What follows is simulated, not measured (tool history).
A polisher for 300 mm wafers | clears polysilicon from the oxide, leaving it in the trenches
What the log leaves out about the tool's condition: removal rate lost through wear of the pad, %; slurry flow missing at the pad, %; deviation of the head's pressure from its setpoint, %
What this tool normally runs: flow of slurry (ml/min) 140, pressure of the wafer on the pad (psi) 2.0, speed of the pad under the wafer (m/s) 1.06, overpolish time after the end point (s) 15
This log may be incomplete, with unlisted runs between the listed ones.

| run | hour | flow of slurry (ml/min) | pressure of the wafer on the pad (psi) | speed of the pad under the wafer (m/s) | overpolish time after the end point (s) | wafers since the last listed run | wafers polished on this pad | hours since the slurry nozzle was cleaned | hours since the head pressure was calibrated | incoming thickness of the incoming film, nm | time until the end point was called (s) | dishing of a wide line in a test structure (angstrom) |
|---|---|---|---|---|---|---|---|---|---|---|---|---|
| 1 | 0.0 | 140 | 2.0 | 1.06 | 15 | 0 | 1338 | 212.0 | 340.1 | 373.3 | 39.6 | 640 |
| 2 | 61.2 | 165 | 2.0 | 1.06 | 15 | 591 | 1929 | 273.2 | 401.3 | 372.7 | 39.7 | 664 |
| 3 | 116.7 | 165 | 2.0 | 1.06 | 15 | 536 | 2466 | 328.7 | 456.8 | 376.1 | 42.3 | 644 |
|  | 155.3 | head pressure recalibrated |
| 4 | 184.6 | 165 | 2.0 | 1.06 | 15 | 636 | 3103 | 396.6 | 29.3 | 371.4 | 43.5 | 627 |
|  | 208.8 | worn pad replaced by a new one |
|  | 227.8 | slurry nozzle cleaned |
| 5 | 251.8 | 140 | 2.0 | 0.84 | 15 | 601 | 405 | 24.0 | 96.5 | 368.4 | 45.7 | 618 |
| 6 | 302.7 | 140 | 2.0 | 0.84 | 15 | 491 | 897 | 74.9 | 147.4 | 376.3 | 48.5 | 586 |
| 7 | 354.2 | 140 | 2.0 | 1.06 | 21 | 497 | 1395 | 126.4 | 198.9 | 366.9 | 40.5 | 682 |
| 8 | 407.1 | 140 | 2.0 | 1.06 | 15 | 511 | 1906 | 179.3 | 251.8 | 370.1 | 40.7 | 634 |
| 9 | 465.7 | 140 | 2.0 | 1.06 | 15 | 566 | 2472 | 237.9 | 310.4 | 377.0 | 41.5 | 628 |
|  | 505.3 | worn pad replaced by a new one |
| 10 | 505.8 | 140 | 2.0 | 1.06 | 15 | 348 | 5 | 278.0 | 350.5 | 368.9 | 38.1 | 635 |
| 11 | 542.6 | 140 | 2.0 | 1.06 | 15 | 355 | 360 | 314.8 | 387.3 | 373.0 | 40.1 | 635 |
|  | 578.1 | head pressure recalibrated |
|  | 631.2 | slurry nozzle cleaned |
| 12 | 729.4 | 140 | 2.0 | 1.06 | 15 | 1776 | 2136 | 98.2 | 151.3 | 362.5 | 39.7 | 608 |
| 13 | 771.5 | 140 | 2.0 | 1.06 | 15 | 406 | 2543 | 140.3 | 193.4 | 368.9 | 42.1 | 624 |
| 14 | 822.1 | 115 | 2.3 | 0.94 | 15 | 488 | 3032 | 190.9 | 244.0 | 367.1 | 42.9 | 595 |

Run 15 comes next. What will it give?
|  | 848.2 | worn pad replaced by a new one |
| 15 | 869.5 | 140 | 2.4 | 0.88 | 15 | 419 | 205 | 238.3 | 291.4 | 368.5 | ? | ? |

Run 15 produced time until the end point was called (s) 37.0, dishing of a wide line in a test structure (angstrom) 649.
Were there no unlogged condition in the tool, this run, its random variation unchanged, would have produced time until the end point was called (s) 36.8, dishing of a wide line in a test structure (angstrom) 650.

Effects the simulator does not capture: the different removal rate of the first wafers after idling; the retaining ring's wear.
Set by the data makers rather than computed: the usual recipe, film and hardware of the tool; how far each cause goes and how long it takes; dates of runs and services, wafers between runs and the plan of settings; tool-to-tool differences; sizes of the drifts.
